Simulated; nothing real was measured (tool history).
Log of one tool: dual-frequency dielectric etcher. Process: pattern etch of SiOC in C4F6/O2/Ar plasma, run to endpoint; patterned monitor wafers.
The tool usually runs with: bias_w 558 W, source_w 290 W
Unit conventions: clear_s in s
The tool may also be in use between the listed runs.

run,hour,bias_w,source_w,wafers since the last listed run,hours since the last wet clean,hours since the last bias power generator calibration,hours since the last source power generator calibration,hours since the last upper electrode change,"incoming incoming film thickness, nm",clear_s
1,0.0,558,250,0,200.4,3556.8,1668.0,3993.7,30.59,12.1
2,25.3,558,290,459,225.7,3582.1,1693.3,4019.0,30.78,11.6
3,91.8,558,290,1207,292.2,3648.6,1759.8,4085.5,30.66,11.7
4,157.6,558,290,1194,358.0,3714.4,1825.6,4151.3,30.58,11.6
# hour 200.7: wet clean of the chamber
5,208.4,619,290,486,7.7,3765.2,1876.4,4202.1,30.72,11.3
6,262.7,619,290,985,62.0,3819.5,1930.7,4256.4,30.70,11.4
7,307.1,619,290,806,106.4,3863.9,1975.1,4300.8,30.74,11.4
# hour 365.5: upper electrode replaced
8,370.4,558,330,713,169.7,3927.2,2038.4,4.9,30.75,11.2
9,398.1,558,330,502,197.4,3954.9,2066.1,32.6,30.68,11.2
10,452.4,657,340,985,251.7,4009.2,2120.4,86.9,30.48,10.5
# hour 490.5: bias power generator calibrated
11,496.7,558,340,731,296.0,6.2,2164.7,131.2,30.33,10.9
12,525.1,558,290,515,324.4,34.6,2193.1,159.6,30.57,11.7
13,558.7,558,290,610,358.0,68.2,2226.7,193.2,30.46,11.6
14,586.8,558,290,510,386.1,96.3,2254.8,221.3,31.07,11.8
# hour 630.2: wet clean of the chamber
15,643.6,670,290,595,13.4,153.1,2311.6,278.1,30.87,11.2
16,689.2,456,290,827,59.0,198.7,2357.2,323.7,30.78,12.3
17,736.4,558,230,856,106.2,245.9,2404.4,370.9,30.39,12.3
18,779.8,479,220,787,149.6,289.3,2447.8,414.3,30.74,13.2
19,822.1,558,290,767,191.9,331.6,2490.1,456.6,30.62,11.6
# hour 851.8: source power generator calibrated
20,879.3,558,290,965,249.1,388.8,27.5,513.8,30.76,11.8
21,941.2,558,290,1123,311.0,450.7,89.4,575.7,30.74,11.7
22,1005.9,649,260,1174,375.7,515.4,154.1,640.4,30.81,11.7

Run 23 has not been measured yet. What should we expect?
# hour 1033.6: wet clean of the chamber
23,1074.9,657,340,816,41.3,584.4,223.1,709.4,30.82,?

clear_s: 10.7 s
With no hidden state in the tool, this same run would have given clear_s 10.7 s.

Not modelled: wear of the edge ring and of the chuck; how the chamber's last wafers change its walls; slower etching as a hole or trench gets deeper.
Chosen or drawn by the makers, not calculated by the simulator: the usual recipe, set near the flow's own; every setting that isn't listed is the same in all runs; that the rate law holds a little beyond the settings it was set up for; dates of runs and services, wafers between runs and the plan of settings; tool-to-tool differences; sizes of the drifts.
